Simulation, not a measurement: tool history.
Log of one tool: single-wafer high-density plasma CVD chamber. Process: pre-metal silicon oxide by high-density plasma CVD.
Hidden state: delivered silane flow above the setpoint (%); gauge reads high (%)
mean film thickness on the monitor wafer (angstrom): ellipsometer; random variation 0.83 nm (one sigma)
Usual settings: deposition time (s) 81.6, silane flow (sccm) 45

| run | hour | deposition time (s) | silane flow (sccm) | wafers since the last listed run | hours since the silane flow controller was replaced | hours since the gauge calibration | read-back reference wafer on the same gauge, thickness_nm | mean film thickness on the monitor wafer (angstrom) |
|---|---|---|---|---|---|---|---|---|
| 1 | 0 | 81.6 | 51 | 0 | 1357.8 | 908.6 | 387.098 | 4325.75 |
| 2 | 104.3 | 69.4 | 45 | 1484 | 1462.1 | 1012.9 | 386.822 | 3260.92 |
| 3 | 195.9 | 81.6 | 45 | 1303 | 1553.7 | 1104.5 | 386.889 | 3837.95 |
|  | 198.3 | gauge calibrated |
| 4 | 255.5 | 81.6 | 45 | 848 | 1613.3 | 57.2 | 387.31 | 3817.97 |
| 5 | 293.4 | 81.6 | 45 | 539 | 1651.2 | 95.1 | 387.004 | 3833.24 |
| 6 | 387.8 | 81.6 | 45 | 1343 | 1745.6 | 189.5 | 387.103 | 3822.97 |
| 7 | 704.5 | 81.6 | 45 | 4506 | 2062.3 | 506.2 | 387.026 | 3844.59 |
| 8 | 760.7 | 81.6 | 45 | 799 | 2118.5 | 562.4 | 387.008 | 3838.12 |
| 9 | 807.7 | 86.8 | 45 | 668 | 2165.5 | 609.4 | 386.86 | 4078.5 |
| 10 | 848.7 | 86.8 | 45 | 583 | 2206.5 | 650.4 | 387.124 | 4086.38 |
| 11 | 906 | 86.8 | 45 | 815 | 2263.8 | 707.7 | 387.076 | 4091.24 |
| 12 | 965 | 69.4 | 39 | 839 | 2322.8 | 766.7 | 387.416 | 2841.06 |
| 13 | 1051.5 | 74.6 | 39 | 1230 | 2409.3 | 853.2 | 386.92 | 3059.34 |
|  | 1170.9 | gauge calibrated |
| 14 | 1215.3 | 81.6 | 45 | 2330 | 2573.1 | 44.4 | 386.808 | 3865.95 |
| 15 | 1304.6 | 81.6 | 45 | 1270 | 2662.4 | 133.7 | 386.781 | 3852.39 |
| 16 | 1395.6 | 81.6 | 45 | 1294 | 2753.4 | 224.7 | 386.659 | 3850.01 |
| 17 | 1442.5 | 69.1 | 48 | 667 | 2800.3 | 271.6 | 386.991 | 3496.7 |
|  | 1508 | silane flow controller replaced |
| 18 | 1538.5 | 81.6 | 49 | 1252 | 30.5 | 367.6 | 387.062 | 4093.6 |
| 19 | 1634.1 | 69.4 | 45 | 1360 | 126.1 | 463.2 | 387.035 | 3219.06 |
| 20 | 1673.6 | 91.1 | 38 | 562 | 165.6 | 502.7 | 386.983 | 3563.24 |
| 21 | 1756.3 | 81.6 | 37 | 1176 | 248.3 | 585.4 | 387.023 | 3101.2 |
| 22 | 1844.2 | 66.4 | 51 | 1250 | 336.2 | 673.3 | 387.225 | 3501.52 |
| 23 | 1929.2 | 81.6 | 53 | 1209 | 421.2 | 758.3 | 387.138 | 4462.86 |
| 24 | 1967 | 65.4 | 45 | 537 | 459 | 796.1 | 387.079 | 3031.19 |
| 25 | 2012.8 | 81.6 | 45 | 651 | 504.8 | 841.9 | 386.809 | 3774.18 |

How the hidden state differs across the entries between the runs, from the last listed run before each to the first after it:
Between runs 3 and 4: gauge calibrated (hour 198.3)
  delivered silane flow above the setpoint (%): 1.17 -> 1.22
  measured less the result without the state, mean film thickness on the monitor wafer (angstrom): +44.42 -> +45.9
Between runs 13 and 14: gauge calibrated (hour 1170.9)
  delivered silane flow above the setpoint (%): 1.83 -> 1.96
  measured less the result without the state, mean film thickness on the monitor wafer (angstrom): +55 -> +74.21
Between runs 17 and 18: silane flow controller replaced (hour 1508)
  delivered silane flow above the setpoint (%): 2.13 -> -0.178
  measured less the result without the state, mean film thickness on the monitor wafer (angstrom): +73.01 -> -7.32
